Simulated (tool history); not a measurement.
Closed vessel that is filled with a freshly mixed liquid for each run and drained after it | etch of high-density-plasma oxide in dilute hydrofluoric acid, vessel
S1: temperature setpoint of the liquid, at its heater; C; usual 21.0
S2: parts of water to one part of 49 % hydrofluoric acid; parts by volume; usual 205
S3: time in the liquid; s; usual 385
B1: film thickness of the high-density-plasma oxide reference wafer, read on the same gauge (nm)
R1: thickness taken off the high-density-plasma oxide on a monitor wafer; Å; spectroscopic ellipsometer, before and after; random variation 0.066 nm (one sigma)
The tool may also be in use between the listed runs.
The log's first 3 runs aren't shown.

Run 4, hour 493.4: usual settings; B1 70.02. Result: R1 116.9 Å.
At hour 527.6: thermometer replaced.
Run 5, hour 594.3: usual settings; B1 70.01. Result: R1 122.3 Å.
Run 6, hour 657.6: usual settings; B1 69.97. Result: R1 121.8 Å.
Run 7, hour 718.9: usual settings; B1 69.99. Result: R1 122.7 Å.
At hour 746.1: hydrofluoric acid flow meter replaced.
Run 8, hour 801.5: usual settings; B1 70.03. Result: R1 121.9 Å.
At hour 863.2: thermometer replaced, repeated, since the last time left the tool worse.
Run 9, hour 863.7: usual settings; B1 69.98. Result: R1 113.5 Å.
Run 10, hour 920.2: usual settings; B1 70.00. Result: R1 114.1 Å.
Run 11, hour 1012.9: usual settings; B1 70.03. Result: R1 115.8 Å.
At hour 1036.8: gauge calibrated.
Run 12, hour 1099.6: usual settings; B1 70.02. Result: R1 114.9 Å.
Run 13, hour 1202.4: usual settings; B1 69.98. Result: R1 114.6 Å.
Run 14, hour 1282.7: usual settings; B1 69.99. Result: R1 114.4 Å.
Run 15, hour 1322.2: usual settings; B1 70.00. Result: R1 116.2 Å.
Run 16, hour 1425.8: usual settings; B1 69.98. Result: R1 115.4 Å.
Run 17, hour 1477.7: usual settings but S2 300 parts by volume; B1 70.01. Result: R1 72.2 Å.
At hour 1486.9: hydrofluoric acid flow meter replaced.
Run 18, hour 1537.9: usual settings; B1 70.00. Result: R1 116.1 Å.
Run 19, hour 1587.3: usual settings but S3 170 s; B1 69.98. Result: R1 51.8 Å.
Run 20, hour 1626.7: usual settings but S1 22.5 C, S2 140 parts by volume, S3 475 s; B1 70.00. Result: R1 239.1 Å.
Run 21, hour 1704.0: usual settings; B1 70.03. Result: R1 117.0 Å.

Run 22 comes next. What will it give?
Run 22, hour 1772.7: usual settings but S1 22.5 C, S2 265 parts by volume, S3 545 s; B1 ?. Result: R1 ?.

B1: 70.00
R1: 128.0 Å
Without the tool's hidden state the same run would have given R1 123.1 Å.
